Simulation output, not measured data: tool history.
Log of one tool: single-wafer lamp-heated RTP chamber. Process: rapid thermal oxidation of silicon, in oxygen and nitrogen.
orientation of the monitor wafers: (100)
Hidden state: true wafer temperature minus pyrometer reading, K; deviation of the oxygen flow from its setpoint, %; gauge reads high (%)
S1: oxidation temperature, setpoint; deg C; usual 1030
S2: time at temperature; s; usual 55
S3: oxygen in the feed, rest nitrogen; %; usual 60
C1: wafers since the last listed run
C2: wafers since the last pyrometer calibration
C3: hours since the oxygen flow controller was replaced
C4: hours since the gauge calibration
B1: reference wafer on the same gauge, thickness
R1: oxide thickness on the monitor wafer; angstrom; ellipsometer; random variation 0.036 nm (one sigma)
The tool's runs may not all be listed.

{"run": 1, "hour": 0.0, "S1": 1030, "S2": 61, "S3": 60, "C1": 0, "C2": 1555, "C3": 4364.5, "C4": 726.0, "B1": 6.955, "R1": 63.47}
{"run": 2, "hour": 64.3, "S1": 1030, "S2": 55, "S3": 60, "C1": 715, "C2": 2271, "C3": 4428.8, "C4": 790.3, "B1": 6.97, "R1": 60.71}
{"run": 3, "hour": 132.3, "S1": 1030, "S2": 55, "S3": 60, "C1": 756, "C2": 3028, "C3": 4496.8, "C4": 858.3, "B1": 6.98, "R1": 60.92}
{"run": 4, "hour": 173.0, "S1": 1030, "S2": 55, "S3": 60, "C1": 452, "C2": 3480, "C3": 4537.5, "C4": 899.0, "B1": 6.991, "R1": 61.46}
{"run": 5, "hour": 257.8, "S1": 1030, "S2": 55, "S3": 38, "C1": 943, "C2": 4424, "C3": 4622.3, "C4": 983.8, "B1": 7.034, "R1": 52.61}
{"run": 6, "hour": 311.1, "S1": 1030, "S2": 55, "S3": 73, "C1": 593, "C2": 5017, "C3": 4675.6, "C4": 1037.1, "B1": 7.044, "R1": 66.36}
{"run": 7, "hour": 383.8, "S1": 1030, "S2": 55, "S3": 60, "C1": 809, "C2": 5827, "C3": 4748.3, "C4": 1109.8, "B1": 7.079, "R1": 62.21}
{"run": 8, "hour": 445.6, "S1": 1030, "S2": 55, "S3": 60, "C1": 687, "C2": 6514, "C3": 4810.1, "C4": 1171.6, "B1": 7.103, "R1": 61.66}
{"run": 9, "hour": 551.5, "S1": 1030, "S2": 55, "S3": 60, "C1": 1178, "C2": 7693, "C3": 4916.0, "C4": 1277.5, "B1": 7.148, "R1": 62.47}
{"hour": 599.8, "done": "gauge calibrated"}
{"run": 10, "hour": 647.6, "S1": 1030, "S2": 55, "S3": 60, "C1": 1069, "C2": 8762, "C3": 5012.1, "C4": 47.8, "B1": 6.791, "R1": 59.37}
{"hour": 686.2, "done": "pyrometer window cleaned and pyrometer calibrated"}
{"run": 11, "hour": 739.4, "S1": 1030, "S2": 55, "S3": 60, "C1": 932, "C2": 592, "C3": 5103.9, "C4": 139.6, "B1": 6.792, "R1": 58.87}
{"run": 12, "hour": 790.1, "S1": 1030, "S2": 55, "S3": 60, "C1": 564, "C2": 1156, "C3": 5154.6, "C4": 190.3, "B1": 6.782, "R1": 59.4}
{"run": 13, "hour": 891.2, "S1": 1030, "S2": 55, "S3": 60, "C1": 1125, "C2": 2281, "C3": 5255.7, "C4": 291.4, "B1": 6.808, "R1": 58.91}
{"run": 14, "hour": 928.9, "S1": 1030, "S2": 55, "S3": 60, "C1": 419, "C2": 2701, "C3": 5293.4, "C4": 329.1, "B1": 6.805, "R1": 59.88}
{"run": 15, "hour": 968.3, "S1": 1030, "S2": 55, "S3": 46, "C1": 438, "C2": 3139, "C3": 5332.8, "C4": 368.5, "B1": 6.804, "R1": 53.79}
{"run": 16, "hour": 1056.6, "S1": 1043, "S2": 55, "S3": 82, "C1": 982, "C2": 4122, "C3": 5421.1, "C4": 456.8, "B1": 6.834, "R1": 72.46}
{"run": 17, "hour": 1099.9, "S1": 1019, "S2": 73, "S3": 80, "C1": 481, "C2": 4604, "C3": 5464.4, "C4": 500.1, "B1": 6.832, "R1": 69.23}
{"hour": 1113.4, "done": "oxygen flow controller replaced"}
{"run": 18, "hour": 1178.4, "S1": 1056, "S2": 72, "S3": 84, "C1": 784, "C2": 5389, "C3": 65.0, "C4": 578.6, "B1": 6.844, "R1": 91.68}
{"run": 19, "hour": 1253.2, "S1": 1030, "S2": 55, "S3": 60, "C1": 832, "C2": 6221, "C3": 139.8, "C4": 653.4, "B1": 6.856, "R1": 60.25}
{"run": 20, "hour": 1298.7, "S1": 1014, "S2": 66, "S3": 37, "C1": 506, "C2": 6727, "C3": 185.3, "C4": 698.9, "B1": 6.88, "R1": 49.18}
{"run": 21, "hour": 1383.2, "S1": 1030, "S2": 55, "S3": 60, "C1": 940, "C2": 7668, "C3": 269.8, "C4": 783.4, "B1": 6.904, "R1": 59.83}
{"hour": 1419.7, "done": "pyrometer window cleaned and pyrometer calibrated"}
{"run": 22, "hour": 1483.7, "S1": 1005, "S2": 28, "S3": 87, "C1": 1029, "C2": 712, "C3": 370.3, "C4": 883.9, "B1": 6.948, "R1": 43.56}
{"run": 23, "hour": 1520.0, "S1": 1058, "S2": 68, "S3": 39, "C1": 403, "C2": 1116, "C3": 406.6, "C4": 920.2, "B1": 6.964, "R1": 69.79}
{"run": 24, "hour": 1571.8, "S1": 1055, "S2": 79, "S3": 43, "C1": 576, "C2": 1692, "C3": 458.4, "C4": 972.0, "B1": 6.957, "R1": 75.65}
{"run": 25, "hour": 1667.5, "S1": 1030, "S2": 28, "S3": 60, "C1": 1065, "C2": 2757, "C3": 554.1, "C4": 1067.7, "B1": 7.016, "R1": 46.02}
{"run": 26, "hour": 1720.0, "S1": 1030, "S2": 55, "S3": 36, "C1": 584, "C2": 3342, "C3": 606.6, "C4": 1120.2, "B1": 7.039, "R1": 51.46}
{"run": 27, "hour": 1766.8, "S1": 1030, "S2": 55, "S3": 60, "C1": 520, "C2": 3862, "C3": 653.4, "C4": 1167.0, "B1": 7.044, "R1": 62.05}

Forecast each of these 4 alternatives for the next run:
{"run": "A", "hour": 1767.2, "S1": 1049, "S2": 55, "S3": 60, "C1": 4, "C2": 3867, "C3": 653.8, "C4": 1167.4, "B1": "?", "R1": "?"}
{"run": "B", "hour": 1767.2, "S1": 1030, "S2": 28, "S3": 73, "C1": 4, "C2": 3867, "C3": 653.8, "C4": 1167.4, "B1": "?", "R1": "?"}
{"run": "C", "hour": 1767.2, "S1": 1030, "S2": 47, "S3": 44, "C1": 4, "C2": 3867, "C3": 653.8, "C4": 1167.4, "B1": "?", "R1": "?"}
{"run": "D", "hour": 1767.2, "S1": 1030, "S2": 55, "S3": 42, "C1": 4, "C2": 3867, "C3": 653.8, "C4": 1167.4, "B1": "?", "R1": "?"}

run=A B1=7.047 R1=70.84
run=B B1=7.047 R1=49.91
run=C B1=7.047 R1=52.24
run=D B1=7.047 R1=54.98
Without the tool's hidden state the same runs would have given:
run=A R1=68.56
run=B R1=48.30
run=C R1=50.55
run=D R1=53.20
